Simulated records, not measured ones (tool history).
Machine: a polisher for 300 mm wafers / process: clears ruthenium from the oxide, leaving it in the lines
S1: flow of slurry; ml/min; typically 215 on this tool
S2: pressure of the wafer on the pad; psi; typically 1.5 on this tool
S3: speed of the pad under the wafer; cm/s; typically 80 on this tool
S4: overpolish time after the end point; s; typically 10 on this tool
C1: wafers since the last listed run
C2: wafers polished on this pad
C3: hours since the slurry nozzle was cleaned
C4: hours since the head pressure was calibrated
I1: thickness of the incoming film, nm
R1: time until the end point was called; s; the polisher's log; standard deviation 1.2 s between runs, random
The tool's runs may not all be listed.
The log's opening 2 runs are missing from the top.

| run | hour | S1 | S2 | S3 | S4 | C1 | C2 | C3 | C4 | I1 | R1 |
|---|---|---|---|---|---|---|---|---|---|---|---|
| 3 | 103.5 | 215 | 1.5 | 80 | 10 | 522 | 3054 | 393.8 | 710.6 | 50.5 | 88.1 |
| 4 | 141.4 | 270 | 1.5 | 80 | 10 | 294 | 3349 | 431.7 | 748.5 | 50.2 | 86.7 |
|  | 196.2 | worn pad replaced by a new one |
| 5 | 240.1 | 175 | 1.5 | 80 | 10 | 736 | 341 | 530.4 | 847.2 | 49.5 | 92.7 |
| 6 | 383.5 | 175 | 1.5 | 80 | 10 | 1115 | 1457 | 673.8 | 990.6 | 49.5 | 92.2 |
|  | 394.9 | slurry nozzle cleaned |
| 7 | 447.9 | 175 | 1.5 | 80 | 10 | 493 | 1951 | 53.0 | 1055.0 | 50.2 | 88.4 |
| 8 | 476.2 | 215 | 1.8 | 80 | 10 | 220 | 2171 | 81.3 | 1083.3 | 50.1 | 67.5 |
| 9 | 507.3 | 215 | 1.8 | 80 | 10 | 242 | 2413 | 112.4 | 1114.4 | 50.6 | 68.3 |
| 10 | 536.8 | 215 | 1.5 | 80 | 10 | 229 | 2642 | 141.9 | 1143.9 | 50.7 | 85.2 |
| 11 | 575.1 | 215 | 1.5 | 80 | 10 | 298 | 2941 | 180.2 | 1182.2 | 49.9 | 82.7 |
| 12 | 611.6 | 215 | 1.5 | 80 | 10 | 284 | 3225 | 216.7 | 1218.7 | 50.3 | 84.5 |
| 13 | 673.5 | 215 | 1.5 | 92 | 12 | 481 | 3706 | 278.6 | 1280.6 | 49.7 | 79.1 |
|  | 730.3 | head pressure recalibrated |
|  | 732.6 | worn pad replaced by a new one |
| 14 | 759.8 | 270 | 1.2 | 80 | 12 | 637 | 211 | 364.9 | 29.5 | 49.7 | 106.6 |
| 15 | 817.9 | 275 | 2.0 | 98 | 10 | 452 | 663 | 423.0 | 87.6 | 50.1 | 54.7 |
| 16 | 857.1 | 275 | 1.0 | 106 | 15 | 305 | 968 | 462.2 | 126.8 | 49.5 | 106.3 |
| 17 | 899.6 | 215 | 1.5 | 56 | 10 | 330 | 1299 | 504.7 | 169.3 | 50.3 | 108.7 |
| 18 | 951.9 | 215 | 1.5 | 100 | 6 | 406 | 1706 | 557.0 | 221.6 | 50.4 | 76.1 |
| 19 | 993.3 | 180 | 1.4 | 72 | 7 | 322 | 2028 | 598.4 | 263.0 | 48.9 | 103.4 |

Predict the results of run 20:
| 20 | 1025.2 | 215 | 1.5 | 80 | 10 | 248 | 2276 | 630.3 | 294.9 | 50.7 | ? |

{"run 20": {"R1": 90.2}}
Without the tool's hidden state the same run would have given R1 81.4 s.
